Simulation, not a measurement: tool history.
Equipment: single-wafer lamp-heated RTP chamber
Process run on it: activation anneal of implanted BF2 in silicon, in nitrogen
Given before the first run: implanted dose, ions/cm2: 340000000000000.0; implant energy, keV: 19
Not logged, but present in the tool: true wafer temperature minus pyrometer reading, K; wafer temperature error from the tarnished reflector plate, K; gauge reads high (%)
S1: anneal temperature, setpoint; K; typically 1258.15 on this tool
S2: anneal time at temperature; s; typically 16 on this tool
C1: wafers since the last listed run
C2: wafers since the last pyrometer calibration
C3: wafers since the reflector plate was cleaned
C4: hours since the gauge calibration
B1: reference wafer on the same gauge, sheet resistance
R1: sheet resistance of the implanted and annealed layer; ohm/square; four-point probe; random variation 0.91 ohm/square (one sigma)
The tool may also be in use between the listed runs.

{"run": 1, "hour": 0.0, "S1": 1249.15, "S2": 16, "C1": 0, "C2": 3324, "C3": 2891, "C4": 34, "B1": 329.74, "R1": 347.9}
{"hour": 11.0, "done": "pyrometer window cleaned and pyrometer calibrated"}
{"run": 2, "hour": 11.5, "S1": 1273.15, "S2": 16, "C1": 59, "C2": 8, "C3": 2950, "C4": 45.5, "B1": 330.02, "R1": 339.37}
{"run": 3, "hour": 20.6, "S1": 1273.15, "S2": 16, "C1": 154, "C2": 163, "C3": 3105, "C4": 54.6, "B1": 329.94, "R1": 340.89}
{"run": 4, "hour": 27.8, "S1": 1273.15, "S2": 16, "C1": 122, "C2": 285, "C3": 3227, "C4": 61.8, "B1": 329.91, "R1": 339.56}
{"run": 5, "hour": 41.3, "S1": 1258.15, "S2": 16, "C1": 229, "C2": 514, "C3": 3456, "C4": 75.3, "B1": 329.68, "R1": 343.3}
{"run": 6, "hour": 49.6, "S1": 1258.15, "S2": 16, "C1": 140, "C2": 654, "C3": 3597, "C4": 83.6, "B1": 330.02, "R1": 342.78}
{"run": 7, "hour": 64.0, "S1": 1258.15, "S2": 16, "C1": 244, "C2": 899, "C3": 3841, "C4": 98, "B1": 329.85, "R1": 343.17}
{"run": 8, "hour": 79.5, "S1": 1258.15, "S2": 16, "C1": 262, "C2": 1162, "C3": 4104, "C4": 113.5, "B1": 329.88, "R1": 344.25}
{"run": 9, "hour": 92.3, "S1": 1258.15, "S2": 16, "C1": 217, "C2": 1379, "C3": 4321, "C4": 126.3, "B1": 330.24, "R1": 343.71}
{"run": 10, "hour": 102.2, "S1": 1258.15, "S2": 16, "C1": 167, "C2": 1547, "C3": 4489, "C4": 136.2, "B1": 329.91, "R1": 343.5}
{"hour": 121.8, "done": "reflector plate cleaned"}
{"run": 11, "hour": 122.3, "S1": 1258.15, "S2": 16, "C1": 205, "C2": 1752, "C3": 8, "C4": 156.3, "B1": 330.21, "R1": 341.57}
{"run": 12, "hour": 130.8, "S1": 1268.15, "S2": 11, "C1": 144, "C2": 1896, "C3": 152, "C4": 164.8, "B1": 329.73, "R1": 342.06}
{"run": 13, "hour": 144.1, "S1": 1268.15, "S2": 11, "C1": 225, "C2": 2122, "C3": 378, "C4": 178.1, "B1": 329.79, "R1": 340.03}
{"run": 14, "hour": 154.5, "S1": 1258.15, "S2": 16, "C1": 176, "C2": 2298, "C3": 554, "C4": 188.5, "B1": 329.81, "R1": 342.66}
{"run": 15, "hour": 166.2, "S1": 1258.15, "S2": 16, "C1": 198, "C2": 2497, "C3": 753, "C4": 200.2, "B1": 330.24, "R1": 341.77}
{"run": 16, "hour": 178.5, "S1": 1258.15, "S2": 16, "C1": 208, "C2": 2705, "C3": 961, "C4": 212.5, "B1": 330.14, "R1": 340.43}
{"hour": 184.5, "done": "gauge calibrated"}
{"run": 17, "hour": 185.4, "S1": 1267.15, "S2": 8, "C1": 117, "C2": 2822, "C3": 1078, "C4": 0.9, "B1": 329.73, "R1": 342.14}
{"hour": 200.4, "done": "reflector plate cleaned, repeated, since the last time left the tool worse"}
{"run": 18, "hour": 200.9, "S1": 1273.15, "S2": 25, "C1": 127, "C2": 2950, "C3": 8, "C4": 16.4, "B1": 329.75, "R1": 337.75}
{"run": 19, "hour": 214.3, "S1": 1258.15, "S2": 19, "C1": 227, "C2": 3177, "C3": 235, "C4": 29.8, "B1": 330.14, "R1": 344.18}
{"run": 20, "hour": 230.8, "S1": 1232.15, "S2": 7, "C1": 279, "C2": 3457, "C3": 515, "C4": 46.3, "B1": 329.91, "R1": 379.39}
{"run": 21, "hour": 241.5, "S1": 1235.15, "S2": 16, "C1": 181, "C2": 3638, "C3": 697, "C4": 57, "B1": 330.19, "R1": 364.85}

What does the tool deliver on the next run?
{"run": 22, "hour": 254.3, "S1": 1230.15, "S2": 25, "C1": 217, "C2": 3855, "C3": 914, "C4": 69.8, "B1": "?", "R1": "?"}

B1: 330.05
R1: 368.4 ohm/square
With the hidden condition absent and the run-to-run variation left alone, this run would have shown R1 371.67 ohm/square.
